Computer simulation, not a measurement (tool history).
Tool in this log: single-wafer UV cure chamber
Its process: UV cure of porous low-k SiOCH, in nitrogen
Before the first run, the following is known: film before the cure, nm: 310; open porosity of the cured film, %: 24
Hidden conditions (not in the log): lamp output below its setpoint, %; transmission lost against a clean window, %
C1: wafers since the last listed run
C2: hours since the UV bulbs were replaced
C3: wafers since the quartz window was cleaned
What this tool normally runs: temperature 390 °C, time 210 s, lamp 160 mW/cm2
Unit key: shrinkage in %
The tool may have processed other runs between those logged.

Run 1, hour 0.0: usual settings but time 240 s, lamp 188 mW/cm2; C1 0; C2 1598.3; C3 2707. Result: shrinkage 15.015 %.
Run 2, hour 83.0: usual settings but time 240 s, lamp 188 mW/cm2; C1 560; C2 1681.3; C3 3267. Result: shrinkage 14.625 %.
At hour 196.7: quartz window cleaned.
Run 3, hour 328.7: usual settings; C1 1603; C2 1927.0; C3 890. Result: shrinkage 13.112 %.
Run 4, hour 408.0: usual settings; C1 535; C2 2006.3; C3 1425. Result: shrinkage 12.460 %.
Run 5, hour 488.2: usual settings; C1 541; C2 2086.5; C3 1966. Result: shrinkage 12.625 %.
At hour 526.5: UV bulbs replaced.
Run 6, hour 529.0: usual settings; C1 221; C2 2.5; C3 2188. Result: shrinkage 14.249 %.
Run 7, hour 587.1: usual settings; C1 392; C2 60.6; C3 2580. Result: shrinkage 14.142 %.
Run 8, hour 645.7: usual settings; C1 395; C2 119.2; C3 2975. Result: shrinkage 14.020 %.
Run 9, hour 719.4: usual settings but time 130 s; C1 497; C2 192.9; C3 3472. Result: shrinkage 11.712 %.
At hour 776.5: quartz window cleaned.
Run 10, hour 777.0: usual settings but time 130 s; C1 334; C2 250.5; C3 3. Result: shrinkage 11.750 %.
Run 11, hour 832.1: usual settings; C1 371; C2 305.6; C3 375. Result: shrinkage 13.919 %.
Run 12, hour 925.8: usual settings; C1 632; C2 399.3; C3 1007. Result: shrinkage 13.767 %.
Run 13, hour 1010.0: usual settings; C1 568; C2 483.5; C3 1575. Result: shrinkage 13.705 %.
Run 14, hour 1094.3: usual settings; C1 568; C2 567.8; C3 2144. Result: shrinkage 13.982 %.
Run 15, hour 1181.1: usual settings; C1 585; C2 654.6; C3 2730. Result: shrinkage 13.892 %.
Run 16, hour 1248.9: usual settings; C1 457; C2 722.4; C3 3187. Result: shrinkage 13.794 %.
Run 17, hour 1311.3: usual settings; C1 421; C2 784.8; C3 3608. Result: shrinkage 13.555 %.
At hour 1334.2: quartz window cleaned.
Run 18, hour 1372.2: usual settings; C1 356; C2 845.7; C3 256. Result: shrinkage 13.356 %.
Run 19, hour 1429.8: usual settings but temperature 383 °C, lamp 146 mW/cm2; C1 388; C2 903.3; C3 645. Result: shrinkage 12.715 %.
Run 20, hour 1490.4: usual settings; C1 408; C2 963.9; C3 1054. Result: shrinkage 13.674 %.
Run 21, hour 1537.2: usual settings but temperature 385 °C, time 140 s, lamp 132 mW/cm2; C1 315; C2 1010.7; C3 1369. Result: shrinkage 10.636 %.
Run 22, hour 1592.5: usual settings; C1 373; C2 1066.0; C3 1742. Result: shrinkage 13.272 %.
Run 23, hour 1666.0: usual settings but time 290 s, lamp 130 mW/cm2; C1 495; C2 1139.5; C3 2238. Result: shrinkage 13.921 %.

Run 24 is up next; what results do you expect?
Run 24, hour 1750.0: usual settings but time 300 s; C1 566; C2 1223.5; C3 2805. Result: shrinkage ?.

Run 24 produced shrinkage 14.679 %.
The same run, on a tool lacking any hidden state, would have yielded shrinkage 15.428 %.
